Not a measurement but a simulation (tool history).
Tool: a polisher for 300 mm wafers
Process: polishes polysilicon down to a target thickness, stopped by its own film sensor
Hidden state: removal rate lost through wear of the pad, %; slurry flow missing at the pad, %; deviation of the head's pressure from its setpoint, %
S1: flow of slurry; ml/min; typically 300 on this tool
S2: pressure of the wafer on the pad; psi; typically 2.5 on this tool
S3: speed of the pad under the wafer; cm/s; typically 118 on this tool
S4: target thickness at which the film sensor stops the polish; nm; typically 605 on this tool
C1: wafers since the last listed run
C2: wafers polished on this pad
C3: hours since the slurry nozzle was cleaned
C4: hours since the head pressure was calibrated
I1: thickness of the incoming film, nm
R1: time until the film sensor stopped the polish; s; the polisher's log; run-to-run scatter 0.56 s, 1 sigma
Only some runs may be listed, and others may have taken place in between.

run	hour	S1	S2	S3	S4	C1	C2	C3	C4	I1	R1
1	0.0	300	2.5	118	605	0	465	408.5	255.3	1082.5	62.1
2	13.8	300	2.5	118	605	156	622	422.3	269.1	1096.1	65.8
3	32.6	300	2.5	90	654	213	836	441.1	287.9	1076.7	71.0
# hour 56.8: worn pad replaced by a new one
4	60.1	300	2.5	90	654	267	37	468.6	315.4	1095.1	72.3
5	84.2	300	2.5	96	605	273	311	492.7	339.5	1088.2	75.7
6	107.4	300	2.5	96	605	263	574	515.9	362.7	1081.9	77.5
7	123.5	300	2.9	118	605	183	757	532.0	378.8	1077.1	56.3
8	138.4	270	2.5	118	605	169	927	546.9	393.7	1101.4	69.4
9	154.2	270	2.5	118	605	179	1106	562.7	409.5	1068.8	65.5
10	166.4	360	2.5	118	605	138	1245	574.9	421.7	1097.1	68.9
# hour 174.7: worn pad replaced by a new one
11	180.9	360	2.5	118	605	119	70	589.4	436.2	1091.7	63.4
12	195.9	300	2.5	118	605	170	241	604.4	451.2	1085.2	64.2
# hour 207.8: slurry nozzle cleaned
# hour 229.3: head pressure recalibrated
13	229.8	300	2.5	118	605	351	592	22.0	0.5	1077.8	58.1
14	258.4	195	1.6	94	605	325	917	50.6	29.1	1075.4	118.3
# hour 278.0: worn pad replaced by a new one
15	285.4	200	2.5	118	605	261	84	77.6	56.1	1065.3	59.2
16	309.5	385	2.5	82	768	273	358	101.7	80.2	1064.5	50.1
17	341.0	300	2.5	118	501	358	716	133.2	111.7	1076.0	75.4
18	371.0	260	1.8	130	605	341	1057	163.2	141.7	1079.0	80.9
# hour 375.9: worn pad replaced by a new one
19	389.2	300	2.5	118	605	161	151	181.4	159.9	1061.9	58.9
20	405.5	300	2.5	118	605	185	336	197.7	176.2	1090.8	63.5
21	424.2	300	2.5	118	605	212	549	216.4	194.9	1092.9	67.2

What will run 22 give?
22	447.4	300	2.5	130	492	263	813	239.6	218.1	1088.9	?

{"run 22": {"R1": 75.5}}
On a tool with no hidden condition, and with the same random variation, this run would have come out at R1 64.6 s.
